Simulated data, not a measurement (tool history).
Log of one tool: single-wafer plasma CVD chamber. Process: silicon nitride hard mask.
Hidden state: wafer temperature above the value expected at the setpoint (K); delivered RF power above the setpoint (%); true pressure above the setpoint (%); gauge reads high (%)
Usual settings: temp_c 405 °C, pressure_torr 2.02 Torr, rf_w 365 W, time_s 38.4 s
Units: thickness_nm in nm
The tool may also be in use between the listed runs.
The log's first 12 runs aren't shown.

| run | hour | temp_c | pressure_torr | rf_w | time_s | wafers since the last listed run | hours since the last thermocouple change | hours since the last RF generator calibration | hours since the last manometer calibration | hours since the showerhead was replaced | hours since the gauge calibration | read-back reference wafer on the same gauge, thickness_nm | thickness_nm |
|---|---|---|---|---|---|---|---|---|---|---|---|---|---|
| 13 | 944.8 | 405 | 2.02 | 365 | 38.4 | 731 | 1852.2 | 1659.2 | 1342.8 | 6959.8 | 89.2 | 65.218 | 62.462 |
| 14 | 1012.9 | 405 | 2.02 | 365 | 38.4 | 943 | 1920.3 | 1727.3 | 1410.9 | 7027.9 | 157.3 | 65.193 | 62.414 |
| 15 | 1099.7 | 405 | 2.02 | 365 | 38.4 | 1203 | 2007.1 | 1814.1 | 1497.7 | 7114.7 | 244.1 | 65.181 | 62.009 |
| 16 | 1194.2 | 391 | 2.27 | 340 | 35.6 | 1309 | 2101.6 | 1908.6 | 1592.2 | 7209.2 | 338.6 | 65.195 | 55.536 |
| 17 | 1298.5 | 405 | 1.77 | 320 | 38.4 | 1445 | 2205.9 | 2012.9 | 1696.5 | 7313.5 | 442.9 | 65.178 | 52.955 |
|  | 1359.8 | capacitance manometer re-zeroed and calibrated |
|  | 1384.4 | showerhead replaced |
| 18 | 1392 | 405 | 2.02 | 365 | 38.4 | 1074 | 2299.4 | 2106.4 | 32.2 | 7.6 | 536.4 | 65.221 | 61.427 |
|  | 1445.6 | thermocouple changed; heater temperature recalibrated |
|  | 1459.2 | RF generator calibrated |
| 19 | 1482.1 | 405 | 2.3 | 365 | 38.4 | 1027 | 36.5 | 22.9 | 122.3 | 97.7 | 626.5 | 65.213 | 63.164 |
| 20 | 1530.6 | 410 | 2.02 | 365 | 42.4 | 672 | 85 | 71.4 | 170.8 | 146.2 | 675 | 65.236 | 67.532 |
| 21 | 1577.3 | 405 | 2.02 | 365 | 45.1 | 647 | 131.7 | 118.1 | 217.5 | 192.9 | 721.7 | 65.164 | 71.657 |
| 22 | 1672.3 | 405 | 2.02 | 365 | 38.4 | 1316 | 226.7 | 213.1 | 312.5 | 287.9 | 816.7 | 65.176 | 61.036 |
| 23 | 1756.3 | 405 | 2.21 | 405 | 33 | 1164 | 310.7 | 297.1 | 396.5 | 371.9 | 900.7 | 65.178 | 59.109 |
| 24 | 1815.9 | 419 | 2.23 | 340 | 42.2 | 826 | 370.3 | 356.7 | 456.1 | 431.5 | 960.3 | 65.236 | 63.534 |
| 25 | 1864.7 | 405 | 2.02 | 365 | 36.3 | 676 | 419.1 | 405.5 | 504.9 | 480.3 | 1009.1 | 65.242 | 57.989 |
| 26 | 1962.8 | 405 | 2.26 | 365 | 38.4 | 1359 | 517.2 | 503.6 | 603 | 578.4 | 1107.2 | 65.227 | 63.104 |
| 27 | 2038.8 | 418 | 1.84 | 365 | 38.4 | 1053 | 593.2 | 579.6 | 679 | 654.4 | 1183.2 | 65.241 | 60.06 |
| 28 | 2119.2 | 410 | 2.02 | 365 | 42.4 | 1114 | 673.6 | 660 | 759.4 | 734.8 | 1263.6 | 65.2 | 67.874 |
| 29 | 2221 | 392 | 2.02 | 400 | 38.4 | 1410 | 775.4 | 761.8 | 861.2 | 836.6 | 1365.4 | 65.161 | 67.531 |
| 30 | 2280.2 | 414 | 2.22 | 365 | 38.4 | 820 | 834.6 | 821 | 920.4 | 895.8 | 1424.6 | 65.234 | 62.937 |

3 ways to go on from here, each from the tool as it stands after run 30. What would each give?
| A | 2280.6 | 405 | 2.02 | 365 | 38.4 | 5 | 835 | 821.4 | 920.8 | 896.2 | 1425 | ? | ? |
| B | 2280.6 | 405 | 2.23 | 435 | 40.5 | 5 | 835 | 821.4 | 920.8 | 896.2 | 1425 | ? | ? |
| C | 2280.6 | 418 | 2.3 | 305 | 40.3 | 5 | 835 | 821.4 | 920.8 | 896.2 | 1425 | ? | ? |

| run | read-back reference wafer on the same gauge, thickness_nm | thickness_nm |
|---|---|---|
| A | 65.223 | 61.502 |
| B | 65.223 | 77.349 |
| C | 65.223 | 54.576 |
Without the tool's hidden state the same runs would have given:
| run | thickness_nm |
|---|---|
| A | 61.184 |
| B | 76.949 |
| C | 54.294 |
